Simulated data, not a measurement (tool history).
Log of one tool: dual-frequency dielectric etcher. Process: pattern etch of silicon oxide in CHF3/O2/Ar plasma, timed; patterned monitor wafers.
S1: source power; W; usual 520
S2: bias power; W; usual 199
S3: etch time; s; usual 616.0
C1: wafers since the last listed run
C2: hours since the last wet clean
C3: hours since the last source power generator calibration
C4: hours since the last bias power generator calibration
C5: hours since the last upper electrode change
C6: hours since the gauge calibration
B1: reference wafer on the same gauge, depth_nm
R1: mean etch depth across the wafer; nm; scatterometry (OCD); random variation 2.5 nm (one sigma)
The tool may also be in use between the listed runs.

run	hour	S1	S2	S3	C1	C2	C3	C4	C5	C6	B1	R1
1	0.0	520	199	616.0	0	90.9	2313.7	2447.9	4160.0	429.0	1340.6	1218.8
2	33.3	520	199	616.0	58	124.2	2347.0	2481.2	4193.3	462.3	1339.6	1217.1
3	68.9	520	199	616.0	62	159.8	2382.6	2516.8	4228.9	497.9	1339.9	1218.8
4	83.2	520	199	616.0	25	174.1	2396.9	2531.1	4243.2	512.2	1340.2	1219.3
5	108.1	520	199	616.0	43	199.0	2421.8	2556.0	4268.1	537.1	1340.6	1227.2
6	121.6	520	199	616.0	23	212.5	2435.3	2569.5	4281.6	550.6	1340.0	1218.5
7	149.5	600	199	566.0	48	240.4	2463.2	2597.4	4309.5	578.5	1340.8	1167.9
8	176.3	600	199	566.0	46	267.2	2490.0	2624.2	4336.3	605.3	1339.0	1172.2
9	190.5	600	199	566.0	24	281.4	2504.2	2638.4	4350.5	619.5	1340.1	1173.9
# hour 222.8: source power generator calibrated
# hour 265.6: gauge calibrated
10	293.0	520	199	574.0	172	383.9	70.2	2740.9	4453.0	27.4	1339.9	1148.1
# hour 377.1: wet clean of the chamber
# hour 380.2: bias power generator calibrated
# hour 399.4: upper electrode replaced, of another model than before
11	399.9	490	166	448.0	106	22.8	177.1	19.7	0.5	134.3	1339.8	835.8
12	407.8	520	199	616.0	13	30.7	185.0	27.6	8.4	142.2	1341.1	1212.4
13	442.9	520	199	616.0	61	65.8	220.1	62.7	43.5	177.3	1339.6	1219.3
14	466.6	520	222	553.5	41	89.5	243.8	86.4	67.2	201.0	1339.7	1118.1
15	478.7	600	186	438.5	21	101.6	255.9	98.5	79.3	213.1	1339.7	908.3
16	506.8	520	240	616.0	49	129.7	284.0	126.6	107.4	241.2	1340.8	1262.9
17	523.9	520	199	699.0	29	146.8	301.1	143.7	124.5	258.3	1340.0	1381.0
18	546.7	640	184	616.0	39	169.6	323.9	166.5	147.3	281.1	1340.6	1303.3
19	561.9	640	199	517.0	26	184.8	339.1	181.7	162.5	296.3	1340.2	1109.3
20	595.3	410	156	616.0	58	218.2	372.5	215.1	195.9	329.7	1339.6	1061.4

Some steps in R1 between neighbouring runs. How much of each would the tool show without its hidden state too (settings, what came in, random variation), and how much is left for the hidden state, with any gauge scatter that isn't in both results?
The hidden state here: etch rate over this chamber's usual, %; source power that arrives over what is set, %; bias power that arrives over what is set, %; gauge reads high (%).
Run 9 -> 10: S1 600 -> 520, S3 566.0 -> 574.0, source power generator calibrated, gauge calibrated. R1 -25.8 nm: hidden state +4.2, all else -30.0.
Run 10 -> 11: S1 520 -> 490, S2 199 -> 166, S3 574.0 -> 448.0, wet clean of the chamber, bias power generator calibrated, upper electrode replaced, of another model than before. R1 -312.3 nm: hidden state -17.2, all else -295.1.
Run 11 -> 12: S1 490 -> 520, S2 166 -> 199, S3 448.0 -> 616.0. R1 +376.6 nm: hidden state +1.0, all else +375.6.
Run 15 -> 16: S1 600 -> 520, S2 186 -> 240, S3 438.5 -> 616.0. R1 +354.6 nm: hidden state +3.1, all else +351.5.
